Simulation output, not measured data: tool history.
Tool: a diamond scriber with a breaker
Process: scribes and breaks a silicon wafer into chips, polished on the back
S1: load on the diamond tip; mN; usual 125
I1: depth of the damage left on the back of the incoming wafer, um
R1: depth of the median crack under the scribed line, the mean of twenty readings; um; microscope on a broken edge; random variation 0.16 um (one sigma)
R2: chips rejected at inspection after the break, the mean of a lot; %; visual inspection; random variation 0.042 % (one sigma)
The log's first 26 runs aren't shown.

run	hour	S1	I1	R1	R2
27	1306.9	156	0.04	9.98	1.17
# hour 1325.9: diamond tip replaced by a new one
28	1373.3	160	0.04	11.59	13.33
29	1433.3	139	0.04	9.95	2.4
30	1500.7	125	0.04	9.45	0.9
31	1565.3	144	0.04	9.92	1.4
32	1604.4	106	0.01	8.09	8.86
33	1673.9	125	0.01	9.2	1.77
34	1713.7	107	0.05	8.41	10.69
35	1771.8	125	0.03	9.15	2.37
36	1824.4	125	0.04	8.85	2.36
37	1877.4	125	0.03	8.81	2.55
# hour 1899.9: diamond tip replaced by a new one
38	1945.4	88	0.03	8.03	10.02
39	1984.5	125	0.02	9.88	0.9
40	2044.9	92	0.02	7.99	13.21
41	2111.5	90	0.02	7.42	15.6
42	2168.9	157	0.03	10.73	4.52

3 ways to go on from here, each from the tool as it stands after run 42. What would each give?
A	2169.4	97	0.02	?	?
B	2169.4	141	0.02	?	?
C	2169.4	98	0.02	?	?

run	R1	R2
A	7.93	11.36
B	10.16	1.21
C	7.98	10.68
Without the tool's hidden state the same runs would have given:
run	R1	R2
A	8.18	8.38
B	10.48	2.36
C	8.23	7.79
